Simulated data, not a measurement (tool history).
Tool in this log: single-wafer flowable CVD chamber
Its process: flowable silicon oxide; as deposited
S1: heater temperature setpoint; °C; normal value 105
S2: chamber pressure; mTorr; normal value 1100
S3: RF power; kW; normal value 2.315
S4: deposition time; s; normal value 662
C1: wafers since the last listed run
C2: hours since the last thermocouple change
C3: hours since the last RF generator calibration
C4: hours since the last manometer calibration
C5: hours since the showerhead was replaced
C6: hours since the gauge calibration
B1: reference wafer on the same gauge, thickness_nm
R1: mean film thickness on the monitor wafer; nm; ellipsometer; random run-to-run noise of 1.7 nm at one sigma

run 1 hour=0 | S1=105 S2=910 S3=2.315 S4=662 | C1=0 C2=2131 C3=657.6 C4=904.5 C5=3342.3 C6=460.3 | B1=540.874 | R1=452.91
run 2 hour=42.6 | S1=105 S2=1170 S3=2.315 S4=662 | C1=175 C2=2173.6 C3=700.2 C4=947.1 C5=3384.9 C6=502.9 | B1=541.15 | R1=587.728
run 3 hour=96.6 | S1=105 S2=1100 S3=2.085 S4=662 | C1=222 C2=2227.6 C3=754.2 C4=1001.1 C5=3438.9 C6=556.9 | B1=541.446 | R1=534.547
run 4 hour=148.5 | S1=105 S2=1100 S3=2.085 S4=662 | C1=213 C2=2279.5 C3=806.1 C4=1053 C5=3490.8 C6=608.8 | B1=541.101 | R1=537.139
run 5 hour=186.3 | S1=105 S2=1100 S3=2.085 S4=662 | C1=155 C2=2317.3 C3=843.9 C4=1090.8 C5=3528.6 C6=646.6 | B1=541.022 | R1=536.783
run 6 hour=245.7 | S1=105 S2=1100 S3=2.315 S4=662 | C1=244 C2=2376.7 C3=903.3 C4=1150.2 C5=3588 C6=706 | B1=540.406 | R1=549.129
run 7 hour=313.1 | S1=105 S2=1100 S3=2.475 S4=662 | C1=277 C2=2444.1 C3=970.7 C4=1217.6 C5=3655.4 C6=773.4 | B1=541.052 | R1=564.022

Run 8 has not been measured yet. What should we expect?
run 8 hour=373 | S1=105 S2=1100 S3=2.315 S4=662 | C1=246 C2=2504 C3=1030.6 C4=1277.5 C5=3715.3 C6=833.3 | B1=? | R1=?

Run 8 came out at B1 540.574, R1 550.721 nm.
With no hidden state in the tool, this same run would have given R1 525.16 nm.
